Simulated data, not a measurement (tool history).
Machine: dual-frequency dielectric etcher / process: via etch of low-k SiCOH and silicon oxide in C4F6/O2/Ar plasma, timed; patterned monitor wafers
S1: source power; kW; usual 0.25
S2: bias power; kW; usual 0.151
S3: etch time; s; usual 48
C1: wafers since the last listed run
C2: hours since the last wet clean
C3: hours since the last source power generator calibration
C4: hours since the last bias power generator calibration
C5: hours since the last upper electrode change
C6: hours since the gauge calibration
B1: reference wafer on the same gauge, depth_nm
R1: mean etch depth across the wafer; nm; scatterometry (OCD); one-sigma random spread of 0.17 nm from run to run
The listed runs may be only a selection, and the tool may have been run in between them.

run   hour    S1     S2    S3   C1     C2      C3      C4      C5     C6     B1     R1
  1      0  0.25  0.151    48    0  357.1  2819.5  2184.1    4684   65.5    124  107.3
  2   12.6  0.25  0.151    48  224  369.7  2832.1  2196.7  4696.6   78.1    124  106.9
  3   47.7  0.25  0.151    48  624  404.8  2867.2  2231.8  4731.7  113.2    124    107
  4   81.2  0.25  0.151    48  596  438.3  2900.7  2265.3  4765.2  146.7    124  106.8
  5  115.6  0.25  0.151    48  612  472.7  2935.1  2299.7  4799.6  181.1    124  106.3
  6    136  0.25  0.151    48  363  493.1  2955.5  2320.1    4820  201.5    124  106.6
  7  160.1  0.23   0.13    48  428  517.2  2979.6  2344.2  4844.1  225.6    124   95.8
     205.3  -- wet clean of the chamber
  8  205.8  0.23   0.13    48  386    0.5  3025.3  2389.9  4889.8  271.3    124   96.5
     232.3  -- bias power generator calibrated
     235.4  -- upper electrode replaced
  9  235.9  0.23   0.13    48  409   30.6  3055.4     3.6     0.5  301.4  123.9   96.7
 10  236.2  0.25  0.161    48    5   30.9  3055.7     3.9     0.8  301.7    124  110.4
 11  257.6  0.29  0.132  56.5  380   52.3  3077.1    25.3    22.2  323.1  123.9  132.2
       271  -- gauge calibrated
     295.1  -- source power generator calibrated
 12  295.6  0.25  0.166  52.5  605   90.3     0.5    63.3    60.2   24.6    124  125.6
 13  304.3  0.25  0.127    48  154     99     9.2      72    68.9   33.3    124  104.4
 14  340.3  0.25  0.132  39.5  640    135    45.2     108   104.9   69.3    124   86.8
 15  377.6  0.29  0.151    44  663  172.3    82.5   145.3   142.2  106.6    124  110.6
 16  406.3  0.25  0.151  36.5  510    201   111.2     174   170.9  135.3    124   83.9
 17  431.7  0.25  0.166  52.5  451  226.4   136.6   199.4   196.3  160.7    124  124.7
 18  458.4  0.28  0.151  53.5  475  253.1   163.3   226.1     223  187.4    124  131.2
 19  489.7  0.27  0.151    57  556  284.4   194.6   257.4   254.3  218.7  124.1  136.5
 20  504.7  0.25  0.127    48  266  299.4   209.6   272.4   269.3  233.7    124  103.2

Had the tool no unlogged condition, and each run kept its random variation, what would the results have been?
What the log doesn't record here: etch rate over this chamber's usual, %; source power that arrives over what is set, %; bias power that arrives over what is set, %; gauge reads high (%).
run     R1
  1  111.2
  2  110.7
  3    111
  4  110.8
  5  110.4
  6  110.8
  7   99.6
  8   99.3
  9   99.6
 10  113.6
 11  136.2
 12  125.5
 13  104.3
 14     87
 15    111
 16   84.3
 17  125.5
 18  132.2
 19  137.8
 20  104.2

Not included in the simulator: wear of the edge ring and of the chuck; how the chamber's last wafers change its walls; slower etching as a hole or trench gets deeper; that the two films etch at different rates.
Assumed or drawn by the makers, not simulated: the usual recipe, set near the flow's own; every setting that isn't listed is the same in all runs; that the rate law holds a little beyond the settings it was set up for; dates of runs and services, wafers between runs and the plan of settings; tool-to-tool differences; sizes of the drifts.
